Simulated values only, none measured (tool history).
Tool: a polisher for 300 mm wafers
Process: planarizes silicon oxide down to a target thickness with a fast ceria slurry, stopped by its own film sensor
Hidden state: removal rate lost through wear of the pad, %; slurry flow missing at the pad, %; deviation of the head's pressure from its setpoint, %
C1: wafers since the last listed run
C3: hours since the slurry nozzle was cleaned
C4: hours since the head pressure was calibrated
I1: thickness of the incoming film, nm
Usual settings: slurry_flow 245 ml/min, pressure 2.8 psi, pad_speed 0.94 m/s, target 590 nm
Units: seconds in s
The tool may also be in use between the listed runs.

Run 1, day 0: usual settings; C1 0; wafers polished on this pad 333; C3 374.3; C4 1380.5; I1 1540.9. Result: seconds 72.4 s.
Run 2, day 0.35: usual settings but slurry_flow 195 ml/min; C1 127; wafers polished on this pad 460; C3 382.7; C4 1388.9; I1 1575.2. Result: seconds 79.9 s.
Run 3, day 0.904: usual settings but slurry_flow 195 ml/min; C1 202; wafers polished on this pad 663; C3 396; C4 1402.2; I1 1539.1. Result: seconds 78.7 s.
At day 1.5: worn pad replaced by a new one.
Run 4, day 1.521: usual settings; C1 164; wafers polished on this pad 7; C3 410.8; C4 1417; I1 1549.1. Result: seconds 71.6 s.
Run 5, day 1.704: usual settings; C1 67; wafers polished on this pad 74; C3 415.2; C4 1421.4; I1 1534.5. Result: seconds 72.1 s.
Run 6, day 2.004: usual settings; C1 109; wafers polished on this pad 183; C3 422.4; C4 1428.6; I1 1534.3. Result: seconds 71.3 s.
Run 7, day 2.342: usual settings but pad_speed 1.06 m/s; C1 123; wafers polished on this pad 307; C3 430.5; C4 1436.7; I1 1545.5. Result: seconds 67 s.
Run 8, day 2.938: usual settings but pad_speed 1.06 m/s; C1 217; wafers polished on this pad 524; C3 444.8; C4 1451; I1 1576.3. Result: seconds 70.1 s.
Run 9, day 3.425: usual settings; C1 178; wafers polished on this pad 703; C3 456.5; C4 1462.7; I1 1552.4. Result: seconds 77.3 s.
At day 3.871: worn pad replaced by a new one.
Run 10, day 3.892: usual settings; C1 109; wafers polished on this pad 8; C3 467.7; C4 1473.9; I1 1544.4. Result: seconds 72.4 s.
Run 11, day 4.6: usual settings but pad_speed 1.06 m/s, target 421 nm; C1 258; wafers polished on this pad 267; C3 484.7; C4 1490.9; I1 1553.4. Result: seconds 80.2 s.
Run 12, day 4.946: usual settings but pad_speed 1.06 m/s, target 421 nm; C1 126; wafers polished on this pad 393; C3 493; C4 1499.2; I1 1528.1. Result: seconds 78.1 s.
Run 13, day 5.596: usual settings but pad_speed 1.06 m/s, target 421 nm; C1 237; wafers polished on this pad 631; C3 508.6; C4 1514.8; I1 1542.9. Result: seconds 80.8 s.
At day 5.775: slurry nozzle cleaned.
Run 14, day 5.933: usual settings but pad_speed 1.1 m/s; C1 108; wafers polished on this pad 739; C3 3.8; C4 1522.9; I1 1560.2. Result: seconds 63.4 s.
At day 6.258: worn pad replaced by a new one.
Run 15, day 6.279: usual settings but slurry_flow 270 ml/min; C1 65; wafers polished on this pad 8; C3 12.1; C4 1531.2; I1 1567.8. Result: seconds 68.3 s.
Run 16, day 6.775: usual settings but slurry_flow 290 ml/min, pressure 3.4 psi, pad_speed 0.7 m/s, target 757 nm; C1 181; wafers polished on this pad 189; C3 24; C4 1543.1; I1 1562.5. Result: seconds 54.6 s.
Run 17, day 7.246: usual settings but pad_speed 0.7 m/s, target 273 nm; C1 172; wafers polished on this pad 361; C3 35.3; C4 1554.4; I1 1554.9. Result: seconds 108.9 s.
At day 7.588: head pressure recalibrated.
Run 18, day 7.608: usual settings; C1 102; wafers polished on this pad 463; C3 44; C4 0.5; I1 1545.7. Result: seconds 69.2 s.
Run 19, day 7.875: usual settings but pressure 3.4 psi, pad_speed 0.66 m/s, target 345 nm; C1 97; wafers polished on this pad 561; C3 50.4; C4 6.9; I1 1559.3. Result: seconds 91.1 s.
Run 20, day 8.55: usual settings but pressure 3.5 psi, target 689 nm; C1 246; wafers polished on this pad 807; C3 66.6; C4 23.1; I1 1532.3. Result: seconds 50.8 s.
Run 21, day 8.9: usual settings but pressure 1.9 psi, target 856 nm; C1 127; wafers polished on this pad 935; C3 75; C4 31.5; I1 1547.7. Result: seconds 79.2 s.
At day 9.129: worn pad replaced by a new one.
Run 22, day 9.592: usual settings but slurry_flow 185 ml/min, pressure 3.2 psi, pad_speed 1.24 m/s, target 716 nm; C1 191; wafers polished on this pad 169; C3 91.6; C4 48.1; I1 1567.8. Result: seconds 45.8 s.
Run 23, day 9.954: usual settings but pressure 3.7 psi, pad_speed 0.74 m/s; C1 132; wafers polished on this pad 301; C3 100.3; C4 56.8; I1 1526.4. Result: seconds 58.7 s.
Run 24, day 10.208: usual settings; C1 92; wafers polished on this pad 394; C3 106.4; C4 62.9; I1 1549.9. Result: seconds 69.2 s.
Run 25, day 10.654: usual settings but slurry_flow 325 ml/min, target 687 nm; C1 162; wafers polished on this pad 557; C3 117.1; C4 73.6; I1 1558.8. Result: seconds 61.2 s.
Run 26, day 11.058: usual settings but slurry_flow 295 ml/min, pressure 2.5 psi, pad_speed 0.7 m/s, target 797 nm; C1 147; wafers polished on this pad 705; C3 126.8; C4 83.3; I1 1533.3. Result: seconds 72.1 s.
Run 27, day 11.867: usual settings; C1 295; wafers polished on this pad 1000; C3 146.2; C4 102.7; I1 1529.5. Result: seconds 74.6 s.
At day 12.225: worn pad replaced by a new one.
Run 28, day 12.258: usual settings but slurry_flow 210 ml/min, pressure 2.3 psi; C1 82; wafers polished on this pad 12; C3 155.6; C4 112.1; I1 1543.9. Result: seconds 84.5 s.

Forecast each of these 4 alternatives for the next run:
Run A, day 12.275: usual settings; C1 6; wafers polished on this pad 18; C3 156; C4 112.5; I1 1544.8. Result: seconds ?.
Run B, day 12.275: usual settings but target 258 nm; C1 6; wafers polished on this pad 18; C3 156; C4 112.5; I1 1544.8. Result: seconds ?.
Run C, day 12.275: usual settings but slurry_flow 290 ml/min, pressure 3.3 psi, pad_speed 1.12 m/s; C1 6; wafers polished on this pad 18; C3 156; C4 112.5; I1 1544.8. Result: seconds ?.
Run D, day 12.275: usual settings but pad_speed 0.82 m/s; C1 6; wafers polished on this pad 18; C3 156; C4 112.5; I1 1544.8. Result: seconds ?.

run  seconds
  A     68.2
  B     91.9
  C       50
  D     74.5
Without the tool's hidden state the same runs would have given:
run  seconds
  A     65.2
  B     87.9
  C     48.1
  D     71.3
